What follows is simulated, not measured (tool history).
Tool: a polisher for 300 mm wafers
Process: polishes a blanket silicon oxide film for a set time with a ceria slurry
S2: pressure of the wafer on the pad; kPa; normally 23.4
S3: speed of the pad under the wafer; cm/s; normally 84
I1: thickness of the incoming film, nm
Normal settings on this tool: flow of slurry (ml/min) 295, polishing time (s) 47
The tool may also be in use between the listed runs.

run 1 hour=0 | flow_of_slurry_(ml/min)=355 S2=28.3 S3=84 polishing_time_(s)=47 | I1=747 | film_removed_(nm)=223.3
run 2 hour=31.2 | flow_of_slurry_(ml/min)=355 S2=28.3 S3=84 polishing_time_(s)=47 | I1=755.7 | film_removed_(nm)=217.6
run 3 hour=99.2 | flow_of_slurry_(ml/min)=295 S2=23.4 S3=84 polishing_time_(s)=47 | I1=742.2 | film_removed_(nm)=179.3
run 4 hour=131.6 | flow_of_slurry_(ml/min)=295 S2=23.4 S3=84 polishing_time_(s)=47 | I1=738.1 | film_removed_(nm)=177.5
-- hour=196.8 worn pad replaced by a new one
run 5 hour=200.9 | flow_of_slurry_(ml/min)=295 S2=23.4 S3=84 polishing_time_(s)=47 | I1=737.8 | film_removed_(nm)=183
run 6 hour=227.5 | flow_of_slurry_(ml/min)=295 S2=23.4 S3=84 polishing_time_(s)=47 | I1=742.1 | film_removed_(nm)=186.6
run 7 hour=279.8 | flow_of_slurry_(ml/min)=370 S2=23.4 S3=92 polishing_time_(s)=47 | I1=745.6 | film_removed_(nm)=206.5
run 8 hour=314.3 | flow_of_slurry_(ml/min)=295 S2=23.4 S3=68 polishing_time_(s)=43 | I1=734.8 | film_removed_(nm)=137.9
-- hour=322.5 slurry nozzle cleaned
run 9 hour=342.9 | flow_of_slurry_(ml/min)=295 S2=23.4 S3=84 polishing_time_(s)=47 | I1=735.8 | film_removed_(nm)=182.7
run 10 hour=413.1 | flow_of_slurry_(ml/min)=295 S2=23.4 S3=84 polishing_time_(s)=47 | I1=739.1 | film_removed_(nm)=185.4
run 11 hour=474.1 | flow_of_slurry_(ml/min)=295 S2=23.4 S3=84 polishing_time_(s)=47 | I1=734 | film_removed_(nm)=174.9
run 12 hour=516.9 | flow_of_slurry_(ml/min)=245 S2=26.9 S3=84 polishing_time_(s)=47 | I1=735.5 | film_removed_(nm)=198
run 13 hour=576 | flow_of_slurry_(ml/min)=245 S2=26.9 S3=84 polishing_time_(s)=47 | I1=740.2 | film_removed_(nm)=197.1
-- hour=621.7 worn pad replaced by a new one
run 14 hour=645.1 | flow_of_slurry_(ml/min)=245 S2=26.9 S3=84 polishing_time_(s)=47 | I1=734.3 | film_removed_(nm)=210.1
-- hour=665.6 head pressure recalibrated
run 15 hour=674.9 | flow_of_slurry_(ml/min)=295 S2=23.4 S3=84 polishing_time_(s)=47 | I1=738 | film_removed_(nm)=184.6
run 16 hour=746.5 | flow_of_slurry_(ml/min)=295 S2=23.4 S3=84 polishing_time_(s)=47 | I1=748.3 | film_removed_(nm)=188.5
run 17 hour=886.1 | flow_of_slurry_(ml/min)=295 S2=23.4 S3=84 polishing_time_(s)=47 | I1=740.2 | film_removed_(nm)=175.3
run 18 hour=930.7 | flow_of_slurry_(ml/min)=340 S2=26.9 S3=84 polishing_time_(s)=41 | I1=739.1 | film_removed_(nm)=177.4
run 19 hour=970.6 | flow_of_slurry_(ml/min)=295 S2=23.4 S3=84 polishing_time_(s)=47 | I1=752.3 | film_removed_(nm)=174.2
-- hour=984.9 worn pad replaced by a new one
run 20 hour=1022.1 | flow_of_slurry_(ml/min)=375 S2=29.6 S3=84 polishing_time_(s)=47 | I1=739.6 | film_removed_(nm)=236.4
run 21 hour=1058.4 | flow_of_slurry_(ml/min)=295 S2=23.4 S3=84 polishing_time_(s)=62 | I1=723.9 | film_removed_(nm)=241.2
-- hour=1060.5 slurry nozzle cleaned
run 22 hour=1106.6 | flow_of_slurry_(ml/min)=295 S2=23.4 S3=106 polishing_time_(s)=47 | I1=735.2 | film_removed_(nm)=223.5
run 23 hour=1155.9 | flow_of_slurry_(ml/min)=295 S2=15.9 S3=96 polishing_time_(s)=55 | I1=743.8 | film_removed_(nm)=162.2
run 24 hour=1205.9 | flow_of_slurry_(ml/min)=295 S2=20 S3=114 polishing_time_(s)=47 | I1=756.9 | film_removed_(nm)=201.2
run 25 hour=1303.6 | flow_of_slurry_(ml/min)=360 S2=17.9 S3=100 polishing_time_(s)=47 | I1=746.1 | film_removed_(nm)=161.3
run 26 hour=1352.2 | flow_of_slurry_(ml/min)=295 S2=23.4 S3=84 polishing_time_(s)=54 | I1=729.4 | film_removed_(nm)=200.7
-- hour=1368.6 worn pad replaced by a new one, of another model than before
run 27 hour=1405.4 | flow_of_slurry_(ml/min)=395 S2=23.4 S3=98 polishing_time_(s)=47 | I1=726.6 | film_removed_(nm)=207
run 28 hour=1440.6 | flow_of_slurry_(ml/min)=295 S2=29 S3=84 polishing_time_(s)=47 | I1=747.8 | film_removed_(nm)=217.8
run 29 hour=1622 | flow_of_slurry_(ml/min)=330 S2=28.3 S3=68 polishing_time_(s)=32 | I1=734 | film_removed_(nm)=126.9
run 30 hour=1649.5 | flow_of_slurry_(ml/min)=295 S2=23.4 S3=108 polishing_time_(s)=51 | I1=749.1 | film_removed_(nm)=224.1
run 31 hour=1720.1 | flow_of_slurry_(ml/min)=295 S2=23.4 S3=112 polishing_time_(s)=47 | I1=735.1 | film_removed_(nm)=216.2
run 32 hour=1786.5 | flow_of_slurry_(ml/min)=330 S2=23.4 S3=84 polishing_time_(s)=47 | I1=733.8 | film_removed_(nm)=178.1
-- hour=1831.6 worn pad replaced by a new one
run 33 hour=1842.1 | flow_of_slurry_(ml/min)=295 S2=23.4 S3=84 polishing_time_(s)=35 | I1=735.6 | film_removed_(nm)=138.4
run 34 hour=1880.8 | flow_of_slurry_(ml/min)=295 S2=16.5 S3=84 polishing_time_(s)=47 | I1=746.7 | film_removed_(nm)=145.5
run 35 hour=1912.1 | flow_of_slurry_(ml/min)=195 S2=31 S3=84 polishing_time_(s)=47 | I1=753.9 | film_removed_(nm)=225
-- hour=1919.9 head pressure recalibrated
run 36 hour=1940.2 | flow_of_slurry_(ml/min)=205 S2=30.3 S3=84 polishing_time_(s)=57 | I1=726.5 | film_removed_(nm)=274.4
run 37 hour=1992.2 | flow_of_slurry_(ml/min)=295 S2=23.4 S3=84 polishing_time_(s)=47 | I1=732.8 | film_removed_(nm)=184.3

Subtracting, for every run, the result it would have given without the tool's unlogged condition from the measured result gives the following. The same run-to-run variation enters both numbers; the gauge's scatter may not:
Hidden state at play: removal rate lost through wear of the pad, %; slurry flow missing at the pad, %; deviation of the head's pressure from its setpoint, %.
run=1 film_removed_(nm)=-7.5
run=2 film_removed_(nm)=-8.3
run=3 film_removed_(nm)=-8.7
run=4 film_removed_(nm)=-9.5
run=5 film_removed_(nm)=-0.5
run=6 film_removed_(nm)=-1.3
run=7 film_removed_(nm)=-3
run=8 film_removed_(nm)=-2.6
run=9 film_removed_(nm)=-4.4
run=10 film_removed_(nm)=-6.4
run=11 film_removed_(nm)=-7.5
run=12 film_removed_(nm)=-9.8
run=13 film_removed_(nm)=-11.6
run=14 film_removed_(nm)=-1
run=15 film_removed_(nm)=-1.7
run=16 film_removed_(nm)=-3.7
run=17 film_removed_(nm)=-7.1
run=18 film_removed_(nm)=-8.4
run=19 film_removed_(nm)=-9.2
run=20 film_removed_(nm)=-2.3
run=21 film_removed_(nm)=-3.6
run=22 film_removed_(nm)=-4.9
run=23 film_removed_(nm)=-4.7
run=24 film_removed_(nm)=-7.4
run=25 film_removed_(nm)=-8.4
run=26 film_removed_(nm)=-11.9
run=27 film_removed_(nm)=-1.5
run=28 film_removed_(nm)=-2.6
run=29 film_removed_(nm)=-4.9
run=30 film_removed_(nm)=-9.6
run=31 film_removed_(nm)=-11.6
run=32 film_removed_(nm)=-11.5
run=33 film_removed_(nm)=-0.8
run=34 film_removed_(nm)=-1.6
run=35 film_removed_(nm)=-3.6
run=36 film_removed_(nm)=-5.5
run=37 film_removed_(nm)=-5

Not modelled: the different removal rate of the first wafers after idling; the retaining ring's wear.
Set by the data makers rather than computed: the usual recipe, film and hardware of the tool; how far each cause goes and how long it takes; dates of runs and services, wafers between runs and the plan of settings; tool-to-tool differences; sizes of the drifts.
